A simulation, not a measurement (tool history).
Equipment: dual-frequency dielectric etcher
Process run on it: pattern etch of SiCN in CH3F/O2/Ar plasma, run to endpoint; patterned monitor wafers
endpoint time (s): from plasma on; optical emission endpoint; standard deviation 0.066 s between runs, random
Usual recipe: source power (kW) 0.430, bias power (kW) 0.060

| run | hour | source power (kW) | bias power (kW) | wafers since the last listed run | hours since the last wet clean | hours since the last source power generator calibration | hours since the last bias power generator calibration | hours since the last upper electrode change | incoming incoming film thickness, nm | endpoint time (s) |
|---|---|---|---|---|---|---|---|---|---|---|
| 1 | 0.0 | 0.460 | 0.060 | 0 | 442.2 | 2528.7 | 3020.6 | 5273.5 | 8.71 | 21.7 |
| 2 | 12.6 | 0.350 | 0.060 | 141 | 454.8 | 2541.3 | 3033.2 | 5286.1 | 8.54 | 24.8 |
| 3 | 26.5 | 0.350 | 0.060 | 156 | 468.7 | 2555.2 | 3047.1 | 5300.0 | 8.52 | 24.7 |
| 4 | 72.1 | 0.350 | 0.060 | 512 | 514.3 | 2600.8 | 3092.7 | 5345.6 | 8.62 | 24.9 |
| 5 | 79.3 | 0.430 | 0.050 | 80 | 521.5 | 2608.0 | 3099.9 | 5352.8 | 8.55 | 24.2 |
| 6 | 88.8 | 0.430 | 0.050 | 106 | 531.0 | 2617.5 | 3109.4 | 5362.3 | 8.46 | 24.0 |
| 7 | 99.7 | 0.390 | 0.056 | 122 | 541.9 | 2628.4 | 3120.3 | 5373.2 | 8.57 | 24.3 |
| 8 | 112.2 | 0.400 | 0.060 | 140 | 554.4 | 2640.9 | 3132.8 | 5385.7 | 8.58 | 23.1 |
| 9 | 120.1 | 0.400 | 0.060 | 88 | 562.3 | 2648.8 | 3140.7 | 5393.6 | 8.58 | 23.1 |
| 10 | 127.5 | 0.400 | 0.060 | 83 | 569.7 | 2656.2 | 3148.1 | 5401.0 | 8.59 | 23.2 |
| 11 | 134.0 | 0.430 | 0.060 | 73 | 576.2 | 2662.7 | 3154.6 | 5407.5 | 8.64 | 22.5 |
| 12 | 150.4 | 0.430 | 0.060 | 184 | 592.6 | 2679.1 | 3171.0 | 5423.9 | 8.52 | 22.2 |
| 13 | 163.3 | 0.430 | 0.052 | 145 | 605.5 | 2692.0 | 3183.9 | 5436.8 | 8.57 | 23.9 |
| 14 | 171.1 | 0.430 | 0.060 | 87 | 613.3 | 2699.8 | 3191.7 | 5444.6 | 8.56 | 22.3 |
| 15 | 187.2 | 0.430 | 0.060 | 181 | 629.4 | 2715.9 | 3207.8 | 5460.7 | 8.56 | 22.3 |
| 16 | 193.4 | 0.430 | 0.049 | 69 | 635.6 | 2722.1 | 3214.0 | 5466.9 | 8.60 | 24.7 |
| 17 | 204.0 | 0.480 | 0.052 | 119 | 646.2 | 2732.7 | 3224.6 | 5477.5 | 8.67 | 23.0 |
| 18 | 213.4 | 0.500 | 0.051 | 105 | 655.6 | 2742.1 | 3234.0 | 5486.9 | 8.65 | 22.6 |
|  | 244.8 | wet clean of the chamber |
| 19 | 245.3 | 0.470 | 0.055 | 88 | 0.5 | 2774.0 | 3265.9 | 5518.8 | 8.69 | 22.1 |
| 20 | 245.6 | 0.350 | 0.060 | 3 | 0.8 | 2774.3 | 3266.2 | 5519.1 | 8.57 | 24.4 |
| 21 | 245.9 | 0.400 | 0.060 | 3 | 1.1 | 2774.6 | 3266.5 | 5519.4 | 8.49 | 22.4 |
| 22 | 256.2 | 0.380 | 0.074 | 115 | 11.4 | 2784.9 | 3276.8 | 5529.7 | 8.59 | 21.1 |
| 23 | 266.2 | 0.430 | 0.045 | 112 | 21.4 | 2794.9 | 3286.8 | 5539.7 | 8.49 | 25.0 |
| 24 | 275.4 | 0.350 | 0.074 | 103 | 30.6 | 2804.1 | 3296.0 | 5548.9 | 8.64 | 22.2 |
| 25 | 283.5 | 0.340 | 0.072 | 91 | 38.7 | 2812.2 | 3304.1 | 5557.0 | 8.62 | 23.0 |
| 26 | 297.1 | 0.380 | 0.051 | 152 | 52.3 | 2825.8 | 3317.7 | 5570.6 | 8.64 | 25.7 |
|  | 318.1 | source power generator calibrated |
|  | 329.7 | upper electrode replaced |
| 27 | 336.8 | 0.500 | 0.047 | 270 | 92.0 | 18.7 | 3357.4 | 7.1 | 8.64 | 23.1 |
|  | 344.1 | bias power generator calibrated |
| 28 | 346.8 | 0.430 | 0.060 | 67 | 102.0 | 28.7 | 2.7 | 17.1 | 8.66 | 22.1 |
| 29 | 353.5 | 0.460 | 0.069 | 75 | 108.7 | 35.4 | 9.4 | 23.8 | 8.55 | 19.8 |
| 30 | 371.0 | 0.350 | 0.053 | 196 | 126.2 | 52.9 | 26.9 | 41.3 | 8.60 | 26.1 |
| 31 | 387.6 | 0.470 | 0.067 | 186 | 142.8 | 69.5 | 43.5 | 57.9 | 8.59 | 19.9 |
| 32 | 404.3 | 0.430 | 0.060 | 187 | 159.5 | 86.2 | 60.2 | 74.6 | 8.59 | 22.0 |
| 33 | 419.6 | 0.430 | 0.060 | 172 | 174.8 | 101.5 | 75.5 | 89.9 | 8.65 | 22.2 |
| 34 | 432.6 | 0.510 | 0.055 | 146 | 187.8 | 114.5 | 88.5 | 102.9 | 8.65 | 21.2 |
| 35 | 450.0 | 0.470 | 0.053 | 195 | 205.2 | 131.9 | 105.9 | 120.3 | 8.56 | 22.4 |

Difference, measured minus no-hidden-state, one row per run. Run-to-run variation is common to both terms; the gauge's own scatter need not be:
What the log doesn't record here: etch rate over this chamber's usual, %; source power that arrives over what is set, %; bias power that arrives over what is set, %.
| run | endpoint time (s) |
|---|---|
| 1 | +0.3 |
| 2 | +0.4 |
| 3 | +0.4 |
| 4 | +0.4 |
| 5 | +0.4 |
| 6 | +0.5 |
| 7 | +0.4 |
| 8 | +0.4 |
| 9 | +0.4 |
| 10 | +0.4 |
| 11 | +0.4 |
| 12 | +0.4 |
| 13 | +0.5 |
| 14 | +0.5 |
| 15 | +0.4 |
| 16 | +0.5 |
| 17 | +0.5 |
| 18 | +0.5 |
| 19 | +0.0 |
| 20 | +0.0 |
| 21 | +0.0 |
| 22 | +0.0 |
| 23 | +0.1 |
| 24 | +0.0 |
| 25 | +0.1 |
| 26 | +0.1 |
| 27 | +0.1 |
| 28 | +0.0 |
| 29 | +0.1 |
| 30 | +0.1 |
| 31 | +0.1 |
| 32 | +0.1 |
| 33 | +0.1 |
| 34 | +0.1 |
| 35 | +0.2 |

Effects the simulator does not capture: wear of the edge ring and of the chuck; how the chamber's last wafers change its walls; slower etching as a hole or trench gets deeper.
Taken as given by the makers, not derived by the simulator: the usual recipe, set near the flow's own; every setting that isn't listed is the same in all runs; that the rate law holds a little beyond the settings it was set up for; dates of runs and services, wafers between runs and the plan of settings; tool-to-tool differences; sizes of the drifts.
